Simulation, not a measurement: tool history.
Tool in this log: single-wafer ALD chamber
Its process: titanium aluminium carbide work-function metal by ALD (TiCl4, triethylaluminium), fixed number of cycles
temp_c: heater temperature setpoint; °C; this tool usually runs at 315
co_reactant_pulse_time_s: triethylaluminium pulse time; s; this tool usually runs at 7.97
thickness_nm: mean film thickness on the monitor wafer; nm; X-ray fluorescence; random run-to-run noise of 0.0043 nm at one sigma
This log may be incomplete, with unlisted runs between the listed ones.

run     day  temp_c  co_reactant_pulse_time_s  wafers since the last listed run  hours since the last thermocouple change  hours since the last triethylaluminium bottle change  hours since the showerhead was replaced  hours since the gauge calibration  read-back reference wafer on the same gauge, thickness_nm  thickness_nm
  1   0.000     315                      6.84                                 0                                     759.7                                                 898.3                                   5719.5                               66.4                                                      2.220         2.035
  2   1.483     312                      7.97                               529                                     795.3                                                 933.9                                   5755.1                              102.0                                                      2.217         2.095
  3   2.504     312                      7.97                               364                                     819.8                                                 958.4                                   5779.6                              126.5                                                      2.217         2.100
  4   3.050     312                      7.97                               194                                     832.9                                                 971.5                                   5792.7                              139.6                                                      2.215         2.103
  5   4.304     315                      7.97                               447                                     863.0                                                1001.6                                   5822.8                              169.7                                                      2.211         2.114
  6   5.071     315                      7.97                               273                                     881.4                                                1020.0                                   5841.2                              188.1                                                      2.212         2.123
  7   6.021     315                      7.97                               339                                     904.2                                                1042.8                                   5864.0                              210.9                                                      2.211         2.117
  8   6.679     315                      7.97                               235                                     920.0                                                1058.6                                   5879.8                              226.7                                                      2.210         2.124
  9   8.092     315                      7.97                               504                                     953.9                                                1092.5                                   5913.7                              260.6                                                      2.208         2.113
 10   8.875     315                     10.19                               279                                     972.7                                                1111.3                                   5932.5                              279.4                                                      2.206         2.201
     10.538  -- showerhead replaced
 11  11.896     315                      7.97                               959                                    1045.2                                                1183.8                                     32.6                              351.9                                                      2.202         2.110
 12  12.967     308                     10.75                               382                                    1070.9                                                1209.5                                     58.3                              377.6                                                      2.201         2.133
 13  13.754     315                      5.13                               281                                    1089.8                                                1228.4                                     77.2                              396.5                                                      2.199         1.732
 14  14.292     315                      7.97                               191                                    1102.7                                                1241.3                                     90.1                              409.4                                                      2.199         2.108
 15  17.146     326                     10.27                              1018                                    1171.2                                                1309.8                                    158.6                              477.9                                                      2.195         2.303
     18.112  -- gauge calibrated
     18.729  -- triethylaluminium bottle replaced
     18.829  -- thermocouple changed; heater temperature recalibrated
 16  18.850     315                      7.97                               454                                       0.5                                                   2.9                                    199.5                               17.7                                                      2.213         2.117
 17  19.450     322                      9.12                               214                                      14.9                                                  17.3                                    213.9                               32.1                                                      2.212         2.248
 18  20.533     315                      7.97                               386                                      40.9                                                  43.3                                    239.9                               58.1                                                      2.210         2.119
 19  21.421     323                      7.97                               316                                      62.2                                                  64.6                                    261.2                               79.4                                                      2.208         2.195
 20  22.733     315                      7.97                               468                                      93.7                                                  96.1                                    292.7                              110.9                                                      2.208         2.118
 21  23.421     301                      5.55                               245                                     110.2                                                 112.6                                    309.2                              127.4                                                      2.207         1.704
 22  24.162     327                      6.72                               264                                     128.0                                                 130.4                                    327.0                              145.2                                                      2.206         2.115
 23  24.912     323                      7.97                               267                                     146.0                                                 148.4                                    345.0                              163.2                                                      2.205         2.186

Forecast each of these 5 alternatives for the next run:
  A  24.929     315                      7.97                                 5                                     146.4                                                 148.8                                    345.4                              163.6                                                          ?             ?
  B  24.929     315                      9.70                                 5                                     146.4                                                 148.8                                    345.4                              163.6                                                          ?             ?
  C  24.929     302                      6.05                                 5                                     146.4                                                 148.8                                    345.4                              163.6                                                          ?             ?
  D  24.929     308                      8.87                                 5                                     146.4                                                 148.8                                    345.4                              163.6                                                          ?             ?
  E  24.929     315                      5.21                                 5                                     146.4                                                 148.8                                    345.4                              163.6                                                          ?             ?

run  read-back reference wafer on the same gauge, thickness_nm  thickness_nm
  A                                                      2.203         2.117
  B                                                      2.203         2.196
  C                                                      2.203         1.801
  D                                                      2.203         2.095
  E                                                      2.203         1.758
Take away the tool's hidden state, keep each run's random variation, and the runs would have read:
run  thickness_nm
  A         2.132
  B         2.211
  C         1.814
  D         2.110
  E         1.771
